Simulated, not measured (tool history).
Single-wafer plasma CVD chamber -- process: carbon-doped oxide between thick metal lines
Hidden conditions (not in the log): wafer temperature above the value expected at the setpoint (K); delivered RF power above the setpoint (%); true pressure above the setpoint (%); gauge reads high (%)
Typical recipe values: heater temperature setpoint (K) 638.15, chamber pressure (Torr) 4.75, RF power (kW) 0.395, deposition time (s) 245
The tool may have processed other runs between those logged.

run,hour,heater temperature setpoint (K),chamber pressure (Torr),RF power (kW),deposition time (s),wafers since the last listed run,hours since the last thermocouple change,hours since the last RF generator calibration,hours since the last manometer calibration,hours since the showerhead was replaced,hours since the gauge calibration,"read-back reference wafer on the same gauge, thickness_nm",mean film thickness on the monitor wafer (nm)
1,0.0,638.15,4.75,0.395,245,0,1954.5,1458.1,2020.4,301.0,330.4,947.286,1102.155
2,47.8,638.15,4.75,0.395,277,435,2002.3,1505.9,2068.2,348.8,378.2,948.183,1249.774
3,140.3,649.15,4.75,0.395,224,842,2094.8,1598.4,2160.7,441.3,470.7,948.668,991.986
4,215.3,649.15,4.75,0.395,224,683,2169.8,1673.4,2235.7,516.3,545.7,950.461,996.991
# hour 269.5: capacitance manometer re-zeroed and calibrated
5,300.3,638.15,4.75,0.395,245,701,2254.8,1758.4,30.8,601.3,630.7,951.081,1105.678
6,397.3,638.15,4.75,0.395,245,883,2351.8,1855.4,127.8,698.3,727.7,953.177,1112.449
7,476.9,638.15,4.75,0.340,245,725,2431.4,1935.0,207.4,777.9,807.3,954.544,990.103
8,550.7,638.15,4.75,0.395,245,672,2505.2,2008.8,281.2,851.7,881.1,954.685,1115.591
9,653.7,638.15,4.12,0.425,288,938,2608.2,2111.8,384.2,954.7,984.1,955.933,1350.984
# hour 709.6: RF generator calibrated
10,710.1,625.15,4.75,0.335,206,440,2664.6,0.5,440.6,1011.1,1040.5,957.071,850.464
11,812.0,644.15,3.99,0.425,270,928,2766.5,102.4,542.5,1113.0,1142.4,957.248,1244.218
# hour 877.0: thermocouple changed; heater temperature recalibrated
12,877.6,651.15,5.61,0.395,245,524,0.6,168.0,608.1,1178.6,1208.0,957.540,1110.344
13,932.9,644.15,5.91,0.325,245,503,55.9,223.3,663.4,1233.9,1263.3,958.724,978.458
14,1034.1,643.15,4.31,0.395,199,922,157.1,324.5,764.6,1335.1,1364.5,958.827,883.918
15,1105.3,649.15,3.57,0.395,245,648,228.3,395.7,835.8,1406.3,1435.7,957.553,1050.128
16,1200.2,646.15,4.75,0.395,258,864,323.2,490.6,930.7,1501.2,1530.6,959.541,1159.117
17,1258.5,638.15,4.75,0.395,245,531,381.5,548.9,989.0,1559.5,1588.9,958.332,1116.423
18,1326.5,638.15,4.75,0.395,245,619,449.5,616.9,1057.0,1627.5,1656.9,959.320,1109.547
19,1401.3,638.15,4.75,0.395,245,681,524.3,691.7,1131.8,1702.3,1731.7,958.957,1124.762
20,1455.4,638.15,4.75,0.395,245,492,578.4,745.8,1185.9,1756.4,1785.8,960.321,1118.887
21,1506.2,638.15,4.75,0.395,245,462,629.2,796.6,1236.7,1807.2,1836.6,959.373,1121.905
# hour 1511.7: gauge calibrated
22,1587.8,648.15,3.58,0.395,267,743,710.8,878.2,1318.3,1888.8,76.1,941.695,1127.922
23,1665.5,638.15,4.75,0.395,245,707,788.5,955.9,1396.0,1966.5,153.8,944.285,1101.864
24,1718.6,638.15,4.75,0.350,245,483,841.6,1009.0,1449.1,2019.6,206.9,945.707,1000.756
25,1764.2,652.15,4.75,0.395,205,415,887.2,1054.6,1494.7,2065.2,252.5,947.159,893.266
26,1801.6,647.15,4.75,0.430,245,340,924.6,1092.0,1532.1,2102.6,289.9,947.659,1153.888
27,1897.1,638.15,4.75,0.395,245,870,1020.1,1187.5,1627.6,2198.1,385.4,948.687,1106.665
28,1934.3,638.15,4.75,0.395,216,338,1057.3,1224.7,1664.8,2235.3,422.6,950.986,979.929
29,2010.4,638.15,4.75,0.395,262,693,1133.4,1300.8,1740.9,2311.4,498.7,951.723,1188.873

Predict each of these 3 candidate next runs independently; none follows another, all start after run 29:
A,2010.9,638.15,5.75,0.395,245,4,1133.9,1301.3,1741.4,2311.9,499.2,?,?
B,2010.9,652.15,3.61,0.455,205,4,1133.9,1301.3,1741.4,2311.9,499.2,?,?
C,2010.9,638.15,5.05,0.395,245,4,1133.9,1301.3,1741.4,2311.9,499.2,?,?

run,"read-back reference wafer on the same gauge, thickness_nm",mean film thickness on the monitor wafer (nm)
A,951.543,1139.602
B,951.543,961.411
C,951.543,1118.282
Without the tool's unlogged condition, the same runs would have read:
run,mean film thickness on the monitor wafer (nm)
A,1125.950
B,949.894
C,1104.886
